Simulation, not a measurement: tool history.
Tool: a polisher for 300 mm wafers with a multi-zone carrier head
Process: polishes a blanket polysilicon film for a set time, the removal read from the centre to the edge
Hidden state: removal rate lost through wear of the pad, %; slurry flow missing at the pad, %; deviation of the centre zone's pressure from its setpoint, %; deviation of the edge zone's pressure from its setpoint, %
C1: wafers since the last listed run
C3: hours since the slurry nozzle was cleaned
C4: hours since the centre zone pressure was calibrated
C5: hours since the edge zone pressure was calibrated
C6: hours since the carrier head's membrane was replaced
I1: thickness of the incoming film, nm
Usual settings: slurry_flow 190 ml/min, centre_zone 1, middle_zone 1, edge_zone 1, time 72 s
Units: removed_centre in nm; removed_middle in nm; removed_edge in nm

run 1 hour=0 | slurry_flow=190 centre_zone=1 middle_zone=1 edge_zone=1 time=72 | C1=0 wafers_polished_on_this_pad=57 C3=48.4 C4=856 C5=547.5 C6=102.4 | I1=2361.8 | removed_centre=474.2 removed_middle=444.8 removed_edge=450.8
run 2 hour=52.2 | slurry_flow=190 centre_zone=1 middle_zone=1 edge_zone=1 time=72 | C1=353 wafers_polished_on_this_pad=411 C3=100.6 C4=908.2 C5=599.7 C6=154.6 | I1=2323.2 | removed_centre=475.6 removed_middle=450.9 removed_edge=450
run 3 hour=92.7 | slurry_flow=190 centre_zone=1 middle_zone=1 edge_zone=1 time=72 | C1=274 wafers_polished_on_this_pad=685 C3=141.1 C4=948.7 C5=640.2 C6=195.1 | I1=2390.5 | removed_centre=462.7 removed_middle=449.5 removed_edge=447.5
run 4 hour=148.4 | slurry_flow=190 centre_zone=1 middle_zone=1 edge_zone=1 time=72 | C1=377 wafers_polished_on_this_pad=1062 C3=196.8 C4=1004.4 C5=695.9 C6=250.8 | I1=2326.3 | removed_centre=468.6 removed_middle=443 removed_edge=448.2
-- hour=168.4 worn pad replaced by a new one
run 5 hour=198.8 | slurry_flow=190 centre_zone=1 middle_zone=1 edge_zone=1 time=72 | C1=314 wafers_polished_on_this_pad=205 C3=247.2 C4=1054.8 C5=746.3 C6=301.2 | I1=2372.5 | removed_centre=459.3 removed_middle=437.3 removed_edge=449.2
run 6 hour=263.9 | slurry_flow=190 centre_zone=1 middle_zone=1 edge_zone=1 time=72 | C1=440 wafers_polished_on_this_pad=646 C3=312.3 C4=1119.9 C5=811.4 C6=366.3 | I1=2377.7 | removed_centre=446.9 removed_middle=433.3 removed_edge=450.9
run 7 hour=329.6 | slurry_flow=190 centre_zone=1 middle_zone=1 edge_zone=1 time=72 | C1=444 wafers_polished_on_this_pad=1091 C3=378 C4=1185.6 C5=877.1 C6=432 | I1=2312.3 | removed_centre=462.2 removed_middle=433.3 removed_edge=444.2
-- hour=367.6 worn pad replaced by a new one
run 8 hour=391.5 | slurry_flow=190 centre_zone=1 middle_zone=1 edge_zone=1 time=72 | C1=391 wafers_polished_on_this_pad=161 C3=439.9 C4=1247.5 C5=939 C6=493.9 | I1=2340.4 | removed_centre=458.9 removed_middle=437.5 removed_edge=446.7
-- hour=395.8 slurry nozzle cleaned
run 9 hour=417 | slurry_flow=190 centre_zone=1 middle_zone=1 edge_zone=1 time=72 | C1=165 wafers_polished_on_this_pad=327 C3=21.2 C4=1273 C5=964.5 C6=519.4 | I1=2295.9 | removed_centre=438.9 removed_middle=420.8 removed_edge=439.4
run 10 hour=447 | slurry_flow=190 centre_zone=1 middle_zone=1 edge_zone=1 time=72 | C1=203 wafers_polished_on_this_pad=530 C3=51.2 C4=1303 C5=994.5 C6=549.4 | I1=2318.8 | removed_centre=437.2 removed_middle=425.3 removed_edge=430.3
run 11 hour=492.2 | slurry_flow=190 centre_zone=1 middle_zone=1 edge_zone=1 time=72 | C1=306 wafers_polished_on_this_pad=836 C3=96.4 C4=1348.2 C5=1039.7 C6=594.6 | I1=2355.3 | removed_centre=444.3 removed_middle=417.2 removed_edge=436.8
run 12 hour=524.2 | slurry_flow=190 centre_zone=0.94 middle_zone=1 edge_zone=1 time=59 | C1=216 wafers_polished_on_this_pad=1053 C3=128.4 C4=1380.2 C5=1071.7 C6=626.6 | I1=2312 | removed_centre=346 removed_middle=339.5 removed_edge=356.2
-- hour=564.6 worn pad replaced by a new one
-- hour=568 centre zone pressure recalibrated
run 13 hour=582.8 | slurry_flow=190 centre_zone=1 middle_zone=0.96 edge_zone=0.95 time=66 | C1=356 wafers_polished_on_this_pad=109 C3=187 C4=14.8 C5=1130.3 C6=685.2 | I1=2387.5 | removed_centre=410.5 removed_middle=368.7 removed_edge=382.6
-- hour=587.9 slurry nozzle cleaned, repeated, since the last time left the tool worse
run 14 hour=610.4 | slurry_flow=245 centre_zone=1 middle_zone=1.09 edge_zone=1 time=72 | C1=180 wafers_polished_on_this_pad=290 C3=22.5 C4=42.4 C5=1157.9 C6=712.8 | I1=2363.1 | removed_centre=478.8 removed_middle=490.3 removed_edge=459.5
-- hour=644.4 carrier head's membrane replaced by a new one
run 15 hour=674 | slurry_flow=190 centre_zone=1.09 middle_zone=1 edge_zone=0.9 time=83 | C1=396 wafers_polished_on_this_pad=686 C3=86.1 C4=106 C5=1221.5 C6=29.6 | I1=2335.5 | removed_centre=585 removed_middle=514.6 removed_edge=489.1
run 16 hour=713 | slurry_flow=220 centre_zone=1.06 middle_zone=1.07 edge_zone=1.09 time=72 | C1=264 wafers_polished_on_this_pad=950 C3=125.1 C4=145 C5=1260.5 C6=68.6 | I1=2369.5 | removed_centre=497 removed_middle=473.5 removed_edge=478.6
-- hour=754.5 edge zone pressure recalibrated
run 17 hour=770.9 | slurry_flow=190 centre_zone=1 middle_zone=1 edge_zone=1 time=72 | C1=378 wafers_polished_on_this_pad=1329 C3=183 C4=202.9 C5=16.4 C6=126.5 | I1=2337.2 | removed_centre=469.2 removed_middle=435 removed_edge=450.5
-- hour=780.6 worn pad replaced by a new one
run 18 hour=825.9 | slurry_flow=190 centre_zone=1 middle_zone=1 edge_zone=1.03 time=64 | C1=345 wafers_polished_on_this_pad=306 C3=238 C4=257.9 C5=71.4 C6=181.5 | I1=2354.6 | removed_centre=427 removed_middle=392.7 removed_edge=399.6
run 19 hour=887.1 | slurry_flow=235 centre_zone=1 middle_zone=1 edge_zone=1.09 time=72 | C1=414 wafers_polished_on_this_pad=720 C3=299.2 C4=319.1 C5=132.6 C6=242.7 | I1=2339.6 | removed_centre=478.3 removed_middle=441.2 removed_edge=473.2
run 20 hour=919.8 | slurry_flow=190 centre_zone=1 middle_zone=1 edge_zone=1 time=72 | C1=221 wafers_polished_on_this_pad=942 C3=331.9 C4=351.8 C5=165.3 C6=275.4 | I1=2368.4 | removed_centre=462.6 removed_middle=434.6 removed_edge=450.6
run 21 hour=974.2 | slurry_flow=240 centre_zone=1 middle_zone=1 edge_zone=1 time=72 | C1=368 wafers_polished_on_this_pad=1310 C3=386.3 C4=406.2 C5=219.7 C6=329.8 | I1=2359.1 | removed_centre=465.4 removed_middle=454.2 removed_edge=454.7
-- hour=983 worn pad replaced by a new one
run 22 hour=1038.9 | slurry_flow=190 centre_zone=0.97 middle_zone=1.06 edge_zone=1 time=72 | C1=410 wafers_polished_on_this_pad=378 C3=451 C4=470.9 C5=284.4 C6=394.5 | I1=2329.9 | removed_centre=442.3 removed_middle=458.8 removed_edge=444.5

The same runs without the tool's hidden state, with the same run-to-run variation:
run=1 removed_centre=476.5 removed_middle=446.7 removed_edge=452.2
run=2 removed_centre=479.2 removed_middle=454 removed_edge=452.2
run=3 removed_centre=467.2 removed_middle=453.4 removed_edge=450.4
run=4 removed_centre=474.7 removed_middle=448.1 removed_edge=452
run=5 removed_centre=466.6 removed_middle=443.5 removed_edge=453.8
run=6 removed_centre=455.8 removed_middle=440.9 removed_edge=456.7
run=7 removed_centre=473.3 removed_middle=442.6 removed_edge=451.1
run=8 removed_centre=471.8 removed_middle=448.5 removed_edge=454.8
run=9 removed_centre=468 removed_middle=445.4 removed_edge=457.8
run=10 removed_centre=467.5 removed_middle=451.3 removed_edge=449.1
run=11 removed_centre=477.2 removed_middle=444.4 removed_edge=457.2
run=12 removed_centre=372.8 removed_middle=362.6 removed_edge=373.6
run=13 removed_centre=445.1 removed_middle=395.9 removed_edge=402.7
run=14 removed_centre=480.1 removed_middle=491.5 removed_edge=460.3
run=15 removed_centre=588.9 removed_middle=517.6 removed_edge=491.3
run=16 removed_centre=500.9 removed_middle=476.8 removed_edge=481.1
run=17 removed_centre=474.8 removed_middle=439.6 removed_edge=454
run=18 removed_centre=433.5 removed_middle=398 removed_edge=403.6
run=19 removed_centre=486.2 removed_middle=447.7 removed_edge=478.4
run=20 removed_centre=472.3 removed_middle=442.6 removed_edge=456.7
run=21 removed_centre=475.2 removed_middle=462.6 removed_edge=460.9
run=22 removed_centre=455 removed_middle=470.5 removed_edge=452.7
